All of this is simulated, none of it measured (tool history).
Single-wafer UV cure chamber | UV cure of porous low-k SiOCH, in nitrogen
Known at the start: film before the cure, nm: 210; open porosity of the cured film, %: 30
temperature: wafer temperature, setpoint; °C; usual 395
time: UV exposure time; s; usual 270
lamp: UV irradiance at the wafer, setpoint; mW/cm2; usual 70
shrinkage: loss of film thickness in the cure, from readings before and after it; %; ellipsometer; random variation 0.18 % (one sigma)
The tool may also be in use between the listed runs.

run,hour,temperature,time,lamp,shrinkage
1,0.0,395,270,70,14.315
2,35.6,395,270,70,14.003
3,58.1,395,270,70,14.008
4,91.3,395,270,70,13.854
5,160.1,395,270,70,13.429
6,195.3,395,270,70,13.361
7,220.6,395,270,57,12.014
8,247.3,395,270,57,11.848
# hour 261.3: quartz window cleaned
9,268.2,395,270,70,14.093
10,301.7,395,270,70,14.131
11,317.2,395,270,70,14.050
12,351.4,395,230,70,13.068
13,376.4,395,230,70,12.794
14,396.4,395,230,70,12.843
15,432.2,395,165,70,10.727
16,445.2,395,270,70,13.706
# hour 516.3: quartz window cleaned
17,544.8,395,270,70,14.137
18,573.8,395,270,50,12.419
19,597.2,395,270,50,12.347
# hour 622.6: UV bulbs replaced
20,623.1,395,270,70,13.787
21,630.8,413,330,80,15.962
22,645.8,384,270,106,15.765
23,668.1,395,270,70,13.598
24,695.5,395,415,70,15.815
25,708.3,381,150,94,11.494
# hour 723.1: quartz window cleaned
26,726.1,400,270,106,16.661
27,753.6,383,390,83,16.839
28,769.9,380,270,70,13.663
29,788.8,402,405,82,17.135
30,804.1,375,270,107,16.074
31,818.0,395,270,40,10.778
32,833.7,388,360,70,15.285
33,858.8,384,315,40,11.260
34,885.6,395,270,70,13.614
35,917.5,375,270,103,14.871
36,951.1,404,270,45,10.912
37,968.3,380,115,86,9.535
# hour 981.2: quartz window cleaned
38,981.5,395,270,70,14.052
39,1030.2,395,270,70,14.331

Forecast each of these 3 alternatives for the next run:
A,1030.7,395,270,84,?
B,1030.7,405,270,57,?
C,1030.7,412,400,70,?

run,shrinkage
A,15.284
B,13.364
C,16.841
Without the tool's hidden state the same runs would have given:
run,shrinkage
A,15.605
B,13.675
C,17.170
